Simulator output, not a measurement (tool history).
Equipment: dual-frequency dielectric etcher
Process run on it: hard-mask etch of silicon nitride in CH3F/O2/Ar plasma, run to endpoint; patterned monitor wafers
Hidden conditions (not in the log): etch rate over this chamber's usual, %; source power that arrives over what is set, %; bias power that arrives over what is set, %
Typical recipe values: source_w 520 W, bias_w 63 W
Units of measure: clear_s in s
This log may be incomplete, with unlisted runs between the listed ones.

run	day	source_w	bias_w	wafers since the last listed run	hours since the last wet clean	hours since the last source power generator calibration	hours since the last bias power generator calibration	hours since the last upper electrode change	incoming incoming film thickness, nm	clear_s
1	0.000	520	63	0	531.3	4286.6	2326.0	4267.3	46.59	66.7
2	0.362	520	63	104	540.0	4295.3	2334.7	4276.0	46.77	67.6
3	0.717	520	63	102	548.5	4303.8	2343.2	4284.5	46.98	67.8
4	1.038	520	63	92	556.2	4311.5	2350.9	4292.2	46.64	67.4
5	1.621	520	63	168	570.2	4325.5	2364.9	4306.2	46.39	66.9
6	2.229	430	63	175	584.8	4340.1	2379.5	4320.8	46.75	72.4
7	2.933	430	63	203	601.7	4357.0	2396.4	4337.7	46.92	72.8
8	3.329	520	63	114	611.2	4366.5	2405.9	4347.2	46.96	67.1
# day 4.088: bias power generator calibrated
9	4.108	520	71	176	629.9	4385.2	0.5	4365.9	46.35	63.9
10	4.242	520	71	38	633.1	4388.4	3.7	4369.1	46.95	64.9
11	4.842	610	75	173	647.5	4402.8	18.1	4383.5	46.07	58.2
# day 5.975: wet clean of the chamber
# day 5.975: source power generator calibrated
12	5.996	520	63	284	0.5	0.5	45.8	4411.2	46.91	64.2
13	6.012	520	63	4	0.9	0.9	46.2	4411.6	46.91	65.0
14	6.025	520	63	3	1.2	1.2	46.5	4411.9	46.59	63.8
# day 7.054: upper electrode replaced
15	7.075	520	68	14	26.4	26.4	71.7	0.5	47.51	63.5
16	7.088	420	53	3	26.7	26.7	72.0	0.8	47.03	76.5
17	7.604	520	63	149	39.1	39.1	84.4	13.2	46.75	64.7
18	8.092	520	63	140	50.8	50.8	96.1	24.9	47.10	65.2
19	8.800	520	63	204	67.8	67.8	113.1	41.9	46.67	64.8
20	9.367	640	51	163	81.4	81.4	126.7	55.5	46.56	64.7
21	10.042	570	77	194	97.6	97.6	142.9	71.7	46.76	57.0
22	10.562	620	70	150	110.1	110.1	155.4	84.2	47.36	58.6
23	10.888	460	70	93	117.9	117.9	163.2	92.0	46.72	65.2
24	11.546	630	55	190	133.7	133.7	179.0	107.8	47.02	62.9
25	12.004	520	70	132	144.7	144.7	190.0	118.8	46.80	61.8
26	12.446	560	63	127	155.3	155.3	200.6	129.4	46.24	62.3

Predict each of these 4 candidate next runs independently; none follows another, all start after run 26:
A	12.462	520	63	4	155.7	155.7	201.0	129.8	47.02	?
B	12.462	650	63	4	155.7	155.7	201.0	129.8	47.02	?
C	12.462	450	71	4	155.7	155.7	201.0	129.8	47.02	?
D	12.462	580	47	4	155.7	155.7	201.0	129.8	47.02	?

run	clear_s
A	65.8
B	60.0
C	66.5
D	70.8
The same runs, with their run-to-run variation unchanged, on a tool lacking any hidden condition would have given:
run	clear_s
A	65.2
B	59.5
C	65.9
D	70.2
